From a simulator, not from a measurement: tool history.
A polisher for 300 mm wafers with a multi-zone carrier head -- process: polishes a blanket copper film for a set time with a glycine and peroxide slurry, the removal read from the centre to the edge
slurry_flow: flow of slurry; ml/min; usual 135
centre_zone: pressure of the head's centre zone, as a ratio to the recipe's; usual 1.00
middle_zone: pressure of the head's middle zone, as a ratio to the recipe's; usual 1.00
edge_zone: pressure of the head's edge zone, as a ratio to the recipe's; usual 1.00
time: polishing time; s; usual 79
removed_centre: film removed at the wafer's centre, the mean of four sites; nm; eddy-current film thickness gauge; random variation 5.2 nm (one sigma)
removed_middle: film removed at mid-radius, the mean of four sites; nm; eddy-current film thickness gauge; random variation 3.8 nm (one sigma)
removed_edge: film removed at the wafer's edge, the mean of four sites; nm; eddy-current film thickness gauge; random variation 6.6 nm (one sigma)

| run | hour | slurry_flow | centre_zone | middle_zone | edge_zone | time | wafers since the last listed run | wafers polished on this pad | hours since the slurry nozzle was cleaned | hours since the centre zone pressure was calibrated | hours since the edge zone pressure was calibrated | hours since the carrier head's membrane was replaced | incoming thickness of the incoming film, nm | removed_centre | removed_middle | removed_edge |
|---|---|---|---|---|---|---|---|---|---|---|---|---|---|---|---|---|
| 1 | 0.0 | 145 | 1.00 | 1.00 | 1.00 | 96 | 0 | 554 | 863.3 | 184.3 | 1449.5 | 388.4 | 2130.4 | 641.9 | 661.3 | 663.5 |
| 2 | 17.5 | 135 | 1.00 | 1.00 | 1.00 | 79 | 112 | 667 | 880.8 | 201.8 | 1467.0 | 405.9 | 2147.6 | 518.9 | 529.1 | 549.3 |
|  | 28.1 | edge zone pressure recalibrated |
| 3 | 51.4 | 135 | 1.00 | 1.00 | 1.00 | 79 | 205 | 873 | 914.7 | 235.7 | 23.3 | 439.8 | 2123.6 | 506.9 | 519.0 | 537.5 |
|  | 80.9 | slurry nozzle cleaned |
| 4 | 83.4 | 135 | 1.00 | 0.92 | 1.00 | 79 | 200 | 1073 | 2.5 | 267.7 | 55.3 | 471.8 | 2166.0 | 484.6 | 483.8 | 522.3 |
| 5 | 115.6 | 135 | 1.00 | 0.92 | 1.00 | 79 | 207 | 1281 | 34.7 | 299.9 | 87.5 | 504.0 | 2112.1 | 452.9 | 459.7 | 487.6 |
|  | 126.1 | worn pad replaced by a new one |
| 6 | 141.0 | 135 | 1.00 | 0.92 | 1.00 | 79 | 138 | 96 | 60.1 | 325.3 | 112.9 | 529.4 | 2137.6 | 524.8 | 529.9 | 561.9 |
|  | 169.8 | carrier head's membrane replaced by a new one |
| 7 | 200.8 | 120 | 1.00 | 1.00 | 1.00 | 79 | 353 | 450 | 119.9 | 385.1 | 172.7 | 31.0 | 2119.9 | 483.6 | 525.5 | 537.1 |
| 8 | 227.1 | 135 | 1.00 | 1.00 | 0.93 | 79 | 169 | 620 | 146.2 | 411.4 | 199.0 | 57.3 | 2161.4 | 494.8 | 538.5 | 521.6 |
| 9 | 242.3 | 135 | 1.00 | 1.00 | 1.00 | 79 | 98 | 718 | 161.4 | 426.6 | 214.2 | 72.5 | 2105.7 | 482.3 | 528.2 | 534.1 |
| 10 | 263.7 | 145 | 0.93 | 1.00 | 0.88 | 60 | 138 | 856 | 182.8 | 448.0 | 235.6 | 93.9 | 2167.5 | 339.5 | 398.7 | 385.2 |
| 11 | 287.6 | 105 | 0.97 | 1.00 | 1.00 | 79 | 154 | 1010 | 206.7 | 471.9 | 259.5 | 117.8 | 2148.0 | 422.3 | 481.0 | 497.4 |
|  | 302.7 | worn pad replaced by a new one |
| 12 | 305.9 | 135 | 1.00 | 1.00 | 1.00 | 64 | 92 | 20 | 225.0 | 490.2 | 277.8 | 136.1 | 2154.5 | 397.0 | 438.5 | 445.7 |
| 13 | 319.6 | 155 | 1.09 | 1.00 | 1.00 | 79 | 88 | 109 | 238.7 | 503.9 | 291.5 | 149.8 | 2133.1 | 552.2 | 561.7 | 573.5 |
| 14 | 338.2 | 135 | 1.00 | 1.12 | 1.00 | 79 | 120 | 229 | 257.3 | 522.5 | 310.1 | 168.4 | 2177.8 | 482.0 | 577.7 | 557.5 |
|  | 344.4 | centre zone pressure recalibrated |
| 15 | 353.8 | 100 | 1.00 | 1.00 | 0.95 | 107 | 87 | 317 | 272.9 | 9.4 | 325.7 | 184.0 | 2157.8 | 656.2 | 682.2 | 687.8 |
| 16 | 388.2 | 155 | 1.00 | 1.00 | 0.89 | 79 | 222 | 539 | 307.3 | 43.8 | 360.1 | 218.4 | 2188.2 | 542.7 | 550.7 | 535.0 |
| 17 | 408.9 | 135 | 1.00 | 1.00 | 1.00 | 79 | 133 | 672 | 328.0 | 64.5 | 380.8 | 239.1 | 2145.7 | 524.7 | 535.4 | 531.2 |
| 18 | 427.2 | 135 | 1.00 | 1.00 | 1.00 | 79 | 118 | 790 | 346.3 | 82.8 | 399.1 | 257.4 | 2117.8 | 504.2 | 526.8 | 531.4 |
| 19 | 455.1 | 135 | 1.12 | 1.00 | 1.04 | 79 | 180 | 970 | 374.2 | 110.7 | 427.0 | 285.3 | 2103.2 | 562.8 | 510.2 | 534.7 |
| 20 | 468.3 | 135 | 1.00 | 1.00 | 1.00 | 79 | 85 | 1056 | 387.4 | 123.9 | 440.2 | 298.5 | 2138.4 | 502.6 | 509.2 | 517.8 |
| 21 | 484.2 | 95 | 1.00 | 1.00 | 1.00 | 79 | 102 | 1158 | 403.3 | 139.8 | 456.1 | 314.4 | 2161.2 | 447.9 | 453.8 | 486.7 |

What does the tool deliver on the next run?
| 22 | 504.3 | 135 | 1.00 | 1.00 | 1.00 | 79 | 129 | 1288 | 423.4 | 159.9 | 476.2 | 334.5 | 2149.5 | ? | ? | ? |

{"run 22": {"removed_centre": 481.7, "removed_middle": 488.2, "removed_edge": 495.7}}
On a tool with no hidden condition, and with the same random variation, this run would have come out at removed_centre 547.0 nm, removed_middle 550.6 nm, removed_edge 559.1 nm.
